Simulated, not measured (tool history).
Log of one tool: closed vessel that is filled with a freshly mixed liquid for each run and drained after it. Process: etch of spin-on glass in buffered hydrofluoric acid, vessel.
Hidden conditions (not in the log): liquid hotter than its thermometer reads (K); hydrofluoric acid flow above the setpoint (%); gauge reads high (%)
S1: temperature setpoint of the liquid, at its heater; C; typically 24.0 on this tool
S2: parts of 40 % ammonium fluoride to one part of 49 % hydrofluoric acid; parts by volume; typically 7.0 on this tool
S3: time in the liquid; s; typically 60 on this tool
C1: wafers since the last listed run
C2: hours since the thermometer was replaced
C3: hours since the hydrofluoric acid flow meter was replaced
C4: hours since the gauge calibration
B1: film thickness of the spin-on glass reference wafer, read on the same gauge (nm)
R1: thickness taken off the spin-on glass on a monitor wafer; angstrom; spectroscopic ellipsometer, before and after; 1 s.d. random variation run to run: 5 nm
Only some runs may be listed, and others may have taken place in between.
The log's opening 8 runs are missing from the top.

run    hour    S1    S2  S3    C1      C2     C3      C4      B1       R1
  9   375.1  25.0   7.0  60  4201  1900.1  158.1  1370.1  129.97   5660.6
 10   425.8  24.0   7.0  60  5259  1950.8  208.8  1420.8  130.00   5503.8
      484.8  -- thermometer replaced
 11   494.8  20.5   9.5  90  7054    10.0  277.8  1489.8  129.99   4793.9
 12   535.1  24.0   7.0  60  4180    50.3  318.1  1530.1  130.01   5219.5
 13   578.5  21.0   5.0  35  4502    93.7  361.5  1573.5  130.01   3437.3
 14   645.1  24.0   7.0  60  6909   160.3  428.1  1640.1  130.01   5372.3
      661.1  -- gauge calibrated
 15   699.3  24.0   7.0  60  5622   214.5  482.3    38.2  130.00   5302.2
 16   726.8  24.0   8.0  60  2852   242.0  509.8    65.7  129.98   4565.7
 17   796.3  20.5   9.5  90  7210   311.5  579.3   135.2  130.02   4866.2
 18   868.0  24.0   7.0  60  7438   383.2  651.0   206.9  130.00   5309.7
 19   897.4  24.0   7.0  60  3050   412.6  680.4   236.3  129.99   5285.8
 20   954.4  25.5   5.0  80  5913   469.6  737.4   293.3  130.01  10165.0
 21   978.7  22.0   9.0  30  2521   493.9  761.7   317.6  129.99   1838.4
 22  1020.6  25.5   8.0  40  4346   535.8  803.6   359.5  130.00   3311.4
     1050.5  -- hydrofluoric acid flow meter replaced
 23  1088.7  19.0   5.0  90  6961   603.9   38.2   427.6  130.00   8032.1
 24  1152.9  26.5  10.0  90  6660   668.1  102.4   491.8  129.98   6551.5
 25  1183.9  27.5   9.5  35  3216   699.1  133.4   522.8  130.01   2783.5

Expected results for the next run?
 26  1215.7  27.0  5.0  30  3299  730.9  165.2  554.6   ?   ?

Run 26 produced B1 130.00, R1 4204.2 angstrom.
Without the tool's hidden state the same run would have given R1 4107.0 angstrom.
